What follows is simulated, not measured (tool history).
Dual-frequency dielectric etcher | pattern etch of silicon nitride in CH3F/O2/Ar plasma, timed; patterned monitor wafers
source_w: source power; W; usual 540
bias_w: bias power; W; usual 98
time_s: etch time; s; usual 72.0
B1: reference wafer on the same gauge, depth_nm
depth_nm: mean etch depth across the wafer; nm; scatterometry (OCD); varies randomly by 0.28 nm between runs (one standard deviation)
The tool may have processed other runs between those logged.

{"run": 1, "day": 0.0, "source_w": 480, "bias_w": 98, "time_s": 72.0, "B1": 81.3, "depth_nm": 67.6}
{"run": 2, "day": 0.712, "source_w": 540, "bias_w": 98, "time_s": 72.0, "B1": 81.1, "depth_nm": 70.0}
{"run": 3, "day": 1.854, "source_w": 540, "bias_w": 98, "time_s": 72.0, "B1": 81.0, "depth_nm": 69.9}
{"run": 4, "day": 3.117, "source_w": 540, "bias_w": 98, "time_s": 72.0, "B1": 81.1, "depth_nm": 70.7}
{"run": 5, "day": 4.446, "source_w": 540, "bias_w": 98, "time_s": 72.0, "B1": 81.0, "depth_nm": 71.1}
{"run": 6, "day": 5.796, "source_w": 540, "bias_w": 98, "time_s": 79.0, "B1": 81.0, "depth_nm": 77.7}
{"run": 7, "day": 6.546, "source_w": 540, "bias_w": 98, "time_s": 72.0, "B1": 81.1, "depth_nm": 70.8}
{"run": 8, "day": 7.479, "source_w": 540, "bias_w": 98, "time_s": 72.0, "B1": 81.2, "depth_nm": 71.2}
{"run": 9, "day": 8.867, "source_w": 540, "bias_w": 98, "time_s": 72.0, "B1": 81.0, "depth_nm": 71.4}
{"run": 10, "day": 9.454, "source_w": 600, "bias_w": 98, "time_s": 72.0, "B1": 81.1, "depth_nm": 73.6}
{"run": 11, "day": 10.367, "source_w": 600, "bias_w": 98, "time_s": 72.0, "B1": 81.1, "depth_nm": 73.5}
{"day": 12.112, "done": "gauge calibrated"}
{"day": 12.171, "done": "wet clean of the chamber"}
{"run": 12, "day": 12.192, "source_w": 600, "bias_w": 98, "time_s": 72.0, "B1": 81.0, "depth_nm": 66.7}
{"run": 13, "day": 12.217, "source_w": 580, "bias_w": 113, "time_s": 55.0, "B1": 81.2, "depth_nm": 54.1}
{"run": 14, "day": 13.058, "source_w": 450, "bias_w": 118, "time_s": 54.5, "B1": 81.2, "depth_nm": 50.9}
{"run": 15, "day": 14.138, "source_w": 460, "bias_w": 98, "time_s": 78.0, "B1": 81.0, "depth_nm": 66.7}
{"run": 16, "day": 14.917, "source_w": 660, "bias_w": 81, "time_s": 52.5, "B1": 81.1, "depth_nm": 46.3}
{"day": 15.521, "done": "bias power generator calibrated"}
{"day": 17.392, "done": "wet clean of the chamber, repeated, since the last time left the tool worse"}
{"day": 17.879, "done": "upper electrode replaced"}
{"run": 17, "day": 17.9, "source_w": 540, "bias_w": 98, "time_s": 72.0, "B1": 81.0, "depth_nm": 69.1}
{"run": 18, "day": 18.175, "source_w": 480, "bias_w": 98, "time_s": 72.0, "B1": 81.1, "depth_nm": 66.7}
{"run": 19, "day": 18.738, "source_w": 610, "bias_w": 98, "time_s": 72.0, "B1": 81.1, "depth_nm": 72.2}
{"day": 19.462, "done": "source power generator calibrated"}
{"run": 20, "day": 19.483, "source_w": 600, "bias_w": 98, "time_s": 72.0, "B1": 81.1, "depth_nm": 71.6}
{"run": 21, "day": 20.908, "source_w": 580, "bias_w": 98, "time_s": 72.0, "B1": 81.2, "depth_nm": 71.1}
{"run": 22, "day": 22.288, "source_w": 420, "bias_w": 119, "time_s": 91.0, "B1": 81.1, "depth_nm": 89.0}
{"run": 23, "day": 23.175, "source_w": 540, "bias_w": 98, "time_s": 79.5, "B1": 81.0, "depth_nm": 77.1}
{"run": 24, "day": 24.408, "source_w": 640, "bias_w": 98, "time_s": 55.5, "B1": 81.1, "depth_nm": 57.3}

3 options for the next run, each taken on its own from the tool as it stands now. Forecast them:
{"run": "A", "day": 24.425, "source_w": 680, "bias_w": 98, "time_s": 72.0, "B1": "?", "depth_nm": "?"}
{"run": "B", "day": 24.425, "source_w": 460, "bias_w": 98, "time_s": 58.5, "B1": "?", "depth_nm": "?"}
{"run": "C", "day": 24.425, "source_w": 600, "bias_w": 89, "time_s": 57.5, "B1": "?", "depth_nm": "?"}

run=A B1=81.1 depth_nm=76.1
run=B B1=81.1 depth_nm=54.2
run=C B1=81.1 depth_nm=55.5
With no hidden state in the tool, these same runs would have given:
run=A depth_nm=74.9
run=B depth_nm=53.4
run=C depth_nm=54.6

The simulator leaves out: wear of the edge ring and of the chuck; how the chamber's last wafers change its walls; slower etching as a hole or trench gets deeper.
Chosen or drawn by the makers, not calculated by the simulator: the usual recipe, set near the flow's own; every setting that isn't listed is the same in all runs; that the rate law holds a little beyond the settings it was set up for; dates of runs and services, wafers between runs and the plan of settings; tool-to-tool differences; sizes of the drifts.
